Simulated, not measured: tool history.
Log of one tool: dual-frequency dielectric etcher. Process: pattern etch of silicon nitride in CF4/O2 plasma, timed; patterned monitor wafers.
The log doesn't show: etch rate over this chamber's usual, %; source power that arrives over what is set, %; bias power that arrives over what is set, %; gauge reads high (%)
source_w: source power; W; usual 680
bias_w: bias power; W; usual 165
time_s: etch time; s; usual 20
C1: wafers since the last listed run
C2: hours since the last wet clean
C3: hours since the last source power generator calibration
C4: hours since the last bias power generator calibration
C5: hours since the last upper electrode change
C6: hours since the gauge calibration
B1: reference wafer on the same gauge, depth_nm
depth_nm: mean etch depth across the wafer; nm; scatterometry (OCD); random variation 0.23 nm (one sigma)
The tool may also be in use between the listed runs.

Run 1, hour 0: usual settings; C1 0; C2 318.7; C3 3471.1; C4 4591.5; C5 4089.6; C6 102.1; B1 46.5. Result: depth_nm 49.9 nm.
Run 2, hour 7.6: usual settings; C1 133; C2 326.3; C3 3478.7; C4 4599.1; C5 4097.2; C6 109.7; B1 46.4. Result: depth_nm 49.2 nm.
Run 3, hour 22.1: usual settings but bias_w 150 W; C1 254; C2 340.8; C3 3493.2; C4 4613.6; C5 4111.7; C6 124.2; B1 46.5. Result: depth_nm 47.4 nm.
Run 4, hour 39: usual settings; C1 296; C2 357.7; C3 3510.1; C4 4630.5; C5 4128.6; C6 141.1; B1 46.4. Result: depth_nm 49.5 nm.
Run 5, hour 56.2: usual settings; C1 302; C2 374.9; C3 3527.3; C4 4647.7; C5 4145.8; C6 158.3; B1 46.4. Result: depth_nm 49.5 nm.
Run 6, hour 68.8: usual settings; C1 221; C2 387.5; C3 3539.9; C4 4660.3; C5 4158.4; C6 170.9; B1 46.5. Result: depth_nm 49.3 nm.
At hour 96.4: wet clean of the chamber.
At hour 100.3: bias power generator calibrated.
Run 7, hour 100.8: usual settings; C1 72; C2 4.4; C3 3571.9; C4 0.5; C5 4190.4; C6 202.9; B1 46.4. Result: depth_nm 48 nm.
Run 8, hour 101.1: usual settings; C1 5; C2 4.7; C3 3572.2; C4 0.8; C5 4190.7; C6 203.2; B1 46.5. Result: depth_nm 48.3 nm.
At hour 111.5: gauge calibrated.
At hour 131.5: upper electrode replaced.
At hour 155.4: wet clean of the chamber, repeated, since the last time left the tool worse.
Run 9, hour 155.9: usual settings but time_s 18.5 s; C1 120; C2 0.5; C3 3627; C4 55.6; C5 24.4; C6 44.4; B1 46.4. Result: depth_nm 47.5 nm.
Run 10, hour 156.3: usual settings but time_s 18.5 s; C1 7; C2 0.9; C3 3627.4; C4 56; C5 24.8; C6 44.8; B1 46.4. Result: depth_nm 47.2 nm.
Run 11, hour 156.6: usual settings but time_s 18.5 s; C1 5; C2 1.2; C3 3627.7; C4 56.3; C5 25.1; C6 45.1; B1 46.4. Result: depth_nm 47.2 nm.
Run 12, hour 156.9: usual settings but source_w 820 W; C1 5; C2 1.5; C3 3628; C4 56.6; C5 25.4; C6 45.4; B1 46.3. Result: depth_nm 60.6 nm.
Run 13, hour 165.6: usual settings but source_w 550 W, time_s 23.5 s; C1 152; C2 10.2; C3 3636.7; C4 65.3; C5 34.1; C6 54.1; B1 46.5. Result: depth_nm 48.5 nm.
At hour 181.2: source power generator calibrated.
Run 14, hour 181.7: usual settings but source_w 520 W, bias_w 136 W, time_s 18 s; C1 212; C2 26.3; C3 0.5; C4 81.4; C5 50.2; C6 70.2; B1 46.4. Result: depth_nm 31.8 nm.
Run 15, hour 190.2: usual settings but bias_w 196 W, time_s 24.5 s; C1 149; C2 34.8; C3 9; C4 89.9; C5 58.7; C6 78.7; B1 46.4. Result: depth_nm 67.2 nm.
Run 16, hour 201.2: usual settings but bias_w 180 W; C1 193; C2 45.8; C3 20; C4 100.9; C5 69.7; C6 89.7; B1 46.4. Result: depth_nm 52.5 nm.
Run 17, hour 212.7: usual settings but source_w 610 W, bias_w 198 W, time_s 23.5 s; C1 202; C2 57.3; C3 31.5; C4 112.4; C5 81.2; C6 101.2; B1 46.5. Result: depth_nm 58.2 nm.
Run 18, hour 219.1: usual settings but source_w 570 W, bias_w 150 W, time_s 26 s; C1 112; C2 63.7; C3 37.9; C4 118.8; C5 87.6; C6 107.6; B1 46.4. Result: depth_nm 52.6 nm.
Run 19, hour 227.5: usual settings but bias_w 180 W; C1 147; C2 72.1; C3 46.3; C4 127.2; C5 96; C6 116; B1 46.4. Result: depth_nm 52.4 nm.
Run 20, hour 245.2: usual settings but source_w 750 W, bias_w 192 W, time_s 18 s; C1 311; C2 89.8; C3 64; C4 144.9; C5 113.7; C6 133.7; B1 46.4. Result: depth_nm 53.7 nm.
Run 21, hour 260: usual settings but source_w 810 W, time_s 16 s; C1 260; C2 104.6; C3 78.8; C4 159.7; C5 128.5; C6 148.5; B1 46.4. Result: depth_nm 48 nm.

The next listed run, before its measurement:
Run 22, hour 273.4: usual settings; C1 235; C2 118; C3 92.2; C4 173.1; C5 141.9; C6 161.9; B1 ?. Result: depth_nm ?.

Run 22 gave B1 46.4, depth_nm 50 nm.
Without the tool's hidden state the same run would have given depth_nm 50.9 nm.
